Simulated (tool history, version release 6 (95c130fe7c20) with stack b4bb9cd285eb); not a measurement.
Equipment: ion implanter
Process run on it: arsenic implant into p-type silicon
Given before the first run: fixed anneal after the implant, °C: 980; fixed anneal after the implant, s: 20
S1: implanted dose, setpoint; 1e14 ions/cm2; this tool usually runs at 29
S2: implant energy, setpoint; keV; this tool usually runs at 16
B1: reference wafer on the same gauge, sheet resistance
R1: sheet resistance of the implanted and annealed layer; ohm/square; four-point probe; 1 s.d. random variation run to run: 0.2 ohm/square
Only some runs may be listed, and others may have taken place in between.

| run | hour | S1 | S2 | B1 | R1 |
|---|---|---|---|---|---|
| 1 | 0 | 29 | 16 | 125.97 | 131.99 |
| 2 | 59.8 | 29 | 16 | 125.99 | 132.3 |
| 3 | 152.5 | 29 | 16 | 125.98 | 132.31 |
| 4 | 189.9 | 29 | 16 | 125.99 | 131.91 |
| 5 | 262.7 | 29 | 16 | 125.99 | 132.37 |
| 6 | 352.1 | 29 | 16 | 125.98 | 132.25 |
| 7 | 432.8 | 29 | 16 | 125.99 | 132.24 |
| 8 | 558.2 | 29 | 13 | 126.01 | 140.44 |
| 9 | 662.3 | 29 | 16 | 126.01 | 131.95 |
|  | 757.1 | Faraday cup replaced and dose calibrated |
| 10 | 818 | 29 | 16 | 126 | 131.34 |
|  | 871.1 | gauge calibrated |
| 11 | 921 | 29 | 14 | 126.01 | 137.13 |
|  | 982.4 | Faraday cup replaced and dose calibrated, repeated, since the last time left the tool worse |
| 12 | 982.9 | 29 | 16 | 126.01 | 132.31 |
| 13 | 1063.2 | 29 | 21.5 | 125.96 | 117.51 |
|  | 1112.4 | extraction supply calibrated |
| 14 | 1145.4 | 32.72 | 18.5 | 125.99 | 123.79 |
| 15 | 1198.1 | 37.21 | 16 | 126.01 | 128.88 |
| 16 | 1240.7 | 29 | 18.5 | 125.99 | 125.27 |
| 17 | 1276.7 | 33.82 | 19.5 | 126.01 | 120.75 |
| 18 | 1384.6 | 29 | 16 | 126.03 | 132.43 |
| 19 | 1433.6 | 24.45 | 13 | 126.01 | 143.95 |
| 20 | 1506.9 | 36 | 19.5 | 125.99 | 119.74 |
| 21 | 1614 | 24.23 | 19.5 | 125.99 | 125.23 |

Each run again, without the hidden state but with its own random variation kept:
Hidden state present: deviation of the true dose from the Faraday cup's reading, %; deviation of the true energy from its setpoint, %; gauge reads high (%).
| run | R1 |
|---|---|
| 1 | 132.09 |
| 2 | 132.42 |
| 3 | 132.46 |
| 4 | 132.08 |
| 5 | 132.57 |
| 6 | 132.49 |
| 7 | 132.53 |
| 8 | 140.85 |
| 9 | 132.37 |
| 10 | 132.23 |
| 11 | 138.12 |
| 12 | 132.26 |
| 13 | 117.48 |
| 14 | 123.76 |
| 15 | 128.85 |
| 16 | 125.25 |
| 17 | 120.73 |
| 18 | 132.44 |
| 19 | 143.98 |
| 20 | 119.78 |
| 21 | 125.31 |

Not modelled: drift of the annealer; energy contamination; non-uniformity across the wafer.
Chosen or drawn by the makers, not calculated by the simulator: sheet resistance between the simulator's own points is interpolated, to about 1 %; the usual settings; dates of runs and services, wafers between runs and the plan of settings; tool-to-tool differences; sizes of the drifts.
